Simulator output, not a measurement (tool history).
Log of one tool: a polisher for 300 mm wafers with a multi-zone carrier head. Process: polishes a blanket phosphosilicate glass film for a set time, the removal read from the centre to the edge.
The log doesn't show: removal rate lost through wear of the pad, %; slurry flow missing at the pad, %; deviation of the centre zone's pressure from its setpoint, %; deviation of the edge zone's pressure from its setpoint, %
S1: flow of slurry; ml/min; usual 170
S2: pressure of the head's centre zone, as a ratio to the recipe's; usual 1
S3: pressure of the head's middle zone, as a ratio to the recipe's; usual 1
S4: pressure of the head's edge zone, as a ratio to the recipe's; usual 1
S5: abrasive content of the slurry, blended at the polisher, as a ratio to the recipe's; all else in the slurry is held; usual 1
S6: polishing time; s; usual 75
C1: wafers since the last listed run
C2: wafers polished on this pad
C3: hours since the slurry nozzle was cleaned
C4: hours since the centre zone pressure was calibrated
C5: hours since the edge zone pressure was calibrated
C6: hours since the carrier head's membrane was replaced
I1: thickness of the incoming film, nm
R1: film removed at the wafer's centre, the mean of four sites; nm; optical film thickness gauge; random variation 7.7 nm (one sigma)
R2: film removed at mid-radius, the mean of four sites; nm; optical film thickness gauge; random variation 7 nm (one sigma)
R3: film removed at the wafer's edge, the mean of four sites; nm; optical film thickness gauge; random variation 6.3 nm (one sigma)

{"run": 1, "hour": 0.0, "S1": 170, "S2": 1, "S3": 1, "S4": 1, "S5": 1, "S6": 85, "C1": 0, "C2": 180, "C3": 195.9, "C4": 697.5, "C5": 506.5, "C6": 864, "I1": 3442.6, "R1": 582.1, "R2": 597.4, "R3": 596.3}
{"run": 2, "hour": 33.2, "S1": 170, "S2": 1, "S3": 1, "S4": 1, "S5": 1, "S6": 85, "C1": 457, "C2": 638, "C3": 229.1, "C4": 730.7, "C5": 539.7, "C6": 897.2, "I1": 3441.7, "R1": 570.9, "R2": 575.1, "R3": 583.4}
{"run": 3, "hour": 47.9, "S1": 170, "S2": 1, "S3": 1, "S4": 1, "S5": 1, "S6": 75, "C1": 202, "C2": 840, "C3": 243.8, "C4": 745.4, "C5": 554.4, "C6": 911.9, "I1": 3442.8, "R1": 485.1, "R2": 515.2, "R3": 507.2}
{"run": 4, "hour": 64.2, "S1": 145, "S2": 1, "S3": 1, "S4": 1, "S5": 1, "S6": 75, "C1": 224, "C2": 1065, "C3": 260.1, "C4": 761.7, "C5": 570.7, "C6": 928.2, "I1": 3453.5, "R1": 474.2, "R2": 473.5, "R3": 498}
{"run": 5, "hour": 96.9, "S1": 145, "S2": 1, "S3": 1, "S4": 1, "S5": 1, "S6": 75, "C1": 450, "C2": 1516, "C3": 292.8, "C4": 794.4, "C5": 603.4, "C6": 960.9, "I1": 3522.6, "R1": 468.1, "R2": 470.3, "R3": 482.7}
{"run": 6, "hour": 127.2, "S1": 145, "S2": 1, "S3": 1, "S4": 1, "S5": 1, "S6": 75, "C1": 417, "C2": 1934, "C3": 323.1, "C4": 824.7, "C5": 633.7, "C6": 991.2, "I1": 3403.4, "R1": 439.2, "R2": 448.4, "R3": 466.6}
{"hour": 134.2, "done": "worn pad replaced by a new one"}
{"run": 7, "hour": 141.6, "S1": 170, "S2": 0.92, "S3": 1, "S4": 1, "S5": 1, "S6": 68, "C1": 143, "C2": 102, "C3": 337.5, "C4": 839.1, "C5": 648.1, "C6": 1005.6, "I1": 3445.3, "R1": 442.2, "R2": 477.1, "R3": 498.4}
{"run": 8, "hour": 164.2, "S1": 170, "S2": 1, "S3": 1.06, "S4": 1, "S5": 1, "S6": 58, "C1": 311, "C2": 413, "C3": 360.1, "C4": 861.7, "C5": 670.7, "C6": 1028.2, "I1": 3433, "R1": 401.2, "R2": 432.1, "R3": 415.2}
{"run": 9, "hour": 177.3, "S1": 170, "S2": 1, "S3": 1, "S4": 1, "S5": 1, "S6": 75, "C1": 180, "C2": 594, "C3": 373.2, "C4": 874.8, "C5": 683.8, "C6": 1041.3, "I1": 3399.3, "R1": 511.7, "R2": 525.1, "R3": 520.1}
{"run": 10, "hour": 205.8, "S1": 170, "S2": 1, "S3": 1, "S4": 1, "S5": 1, "S6": 75, "C1": 392, "C2": 987, "C3": 401.7, "C4": 903.3, "C5": 712.3, "C6": 1069.8, "I1": 3482.4, "R1": 488.7, "R2": 508.5, "R3": 508.3}
{"hour": 240.7, "done": "centre zone pressure recalibrated"}
{"run": 11, "hour": 241.2, "S1": 220, "S2": 1.11, "S3": 1.11, "S4": 1, "S5": 1, "S6": 75, "C1": 460, "C2": 1447, "C3": 437.1, "C4": 0.5, "C5": 747.7, "C6": 1105.2, "I1": 3528.3, "R1": 552.3, "R2": 554.3, "R3": 516}
{"run": 12, "hour": 253.4, "S1": 170, "S2": 1, "S3": 1.1, "S4": 0.88, "S5": 1, "S6": 92, "C1": 168, "C2": 1615, "C3": 449.3, "C4": 12.7, "C5": 759.9, "C6": 1117.4, "I1": 3471.6, "R1": 578.7, "R2": 645.4, "R3": 563.2}
{"hour": 279.3, "done": "worn pad replaced by a new one"}
{"run": 13, "hour": 280.6, "S1": 170, "S2": 1, "S3": 1, "S4": 1, "S5": 1, "S6": 75, "C1": 319, "C2": 18, "C3": 476.5, "C4": 39.9, "C5": 787.1, "C6": 1144.6, "I1": 3426.9, "R1": 528, "R2": 538.6, "R3": 548.3}
{"run": 14, "hour": 300.1, "S1": 170, "S2": 1, "S3": 1, "S4": 1, "S5": 0.8, "S6": 75, "C1": 268, "C2": 287, "C3": 496, "C4": 59.4, "C5": 806.6, "C6": 1164.1, "I1": 3454.5, "R1": 456.2, "R2": 463.7, "R3": 473.3}
{"run": 15, "hour": 313.0, "S1": 170, "S2": 1, "S3": 1, "S4": 1, "S5": 1, "S6": 75, "C1": 177, "C2": 465, "C3": 508.9, "C4": 72.3, "C5": 819.5, "C6": 1177, "I1": 3492.5, "R1": 529.8, "R2": 523.6, "R3": 531.3}
{"hour": 334.4, "done": "slurry nozzle cleaned"}
{"hour": 342.6, "done": "carrier head's membrane replaced by a new one"}
{"hour": 375.6, "done": "edge zone pressure recalibrated"}
{"run": 16, "hour": 396.5, "S1": 170, "S2": 0.92, "S3": 0.93, "S4": 1, "S5": 1, "S6": 75, "C1": 1040, "C2": 1505, "C3": 62.1, "C4": 155.8, "C5": 20.9, "C6": 53.9, "I1": 3523.9, "R1": 431.1, "R2": 446.9, "R3": 490.2}
{"run": 17, "hour": 428.6, "S1": 220, "S2": 1.11, "S3": 0.89, "S4": 1, "S5": 1, "S6": 75, "C1": 442, "C2": 1948, "C3": 94.2, "C4": 187.9, "C5": 53, "C6": 86, "I1": 3409.1, "R1": 554.1, "R2": 456.3, "R3": 505.6}
{"hour": 438.7, "done": "worn pad replaced by a new one"}
{"run": 18, "hour": 453.2, "S1": 200, "S2": 1, "S3": 1, "S4": 1.08, "S5": 1, "S6": 75, "C1": 283, "C2": 200, "C3": 118.8, "C4": 212.5, "C5": 77.6, "C6": 110.6, "I1": 3498.8, "R1": 534.7, "R2": 536.1, "R3": 566.5}
{"run": 19, "hour": 481.1, "S1": 170, "S2": 1, "S3": 1, "S4": 0.94, "S5": 1, "S6": 50, "C1": 384, "C2": 584, "C3": 146.7, "C4": 240.4, "C5": 105.5, "C6": 138.5, "I1": 3424.9, "R1": 343.5, "R2": 339.1, "R3": 340}
{"run": 20, "hour": 509.0, "S1": 170, "S2": 0.96, "S3": 1, "S4": 0.91, "S5": 1, "S6": 75, "C1": 384, "C2": 969, "C3": 174.6, "C4": 268.3, "C5": 133.4, "C6": 166.4, "I1": 3493.8, "R1": 470.1, "R2": 509.4, "R3": 491.6}
{"run": 21, "hour": 526.3, "S1": 170, "S2": 1, "S3": 1, "S4": 1, "S5": 1, "S6": 75, "C1": 238, "C2": 1207, "C3": 191.9, "C4": 285.6, "C5": 150.7, "C6": 183.7, "I1": 3430.4, "R1": 496.9, "R2": 497.4, "R3": 506.5}

Hidden state at the last listed run before each entry between runs and at the first one after, where it differs:
Between runs 6 and 7: worn pad replaced by a new one (hour 134.2)
  removal rate lost through wear of the pad, %: 13 -> 0.746
  measured less the result without the state, R1: -65.5 -> -3.4 nm; R2: -66.9 -> -3.6 nm; R3: -69.6 -> -3.8 nm
Between runs 10 and 11: centre zone pressure recalibrated (hour 240.7)
  removal rate lost through wear of the pad, %: 5.95 -> 8.82
  measured less the result without the state, R1: -31 -> -53.4 nm; R2: -32.2 -> -53.6 nm; R3: -32.1 -> -49.9 nm
Between runs 12 and 13: worn pad replaced by a new one (hour 279.3)
  removal rate lost through wear of the pad, %: 9.81 -> 0.653
  measured less the result without the state, R1: -62.9 -> -3.4 nm; R2: -70.2 -> -3.6 nm; R3: -61.2 -> -3.6 nm
Between runs 15 and 16: slurry nozzle cleaned (hour 334.4); carrier head's membrane replaced by a new one (hour 342.6); edge zone pressure recalibrated (hour 375.6)
  removal rate lost through wear of the pad, %: 3.28 -> 10
  measured less the result without the state, R1: -17.9 -> -48.1 nm; R2: -17.8 -> -50 nm; R3: -18 -> -54.8 nm
Between runs 17 and 18: worn pad replaced by a new one (hour 438.7)
  removal rate lost through wear of the pad, %: 12.7 -> 2.21
  measured less the result without the state, R1: -80.2 -> -12.1 nm; R2: -66.1 -> -12.1 nm; R3: -73.3 -> -12.8 nm
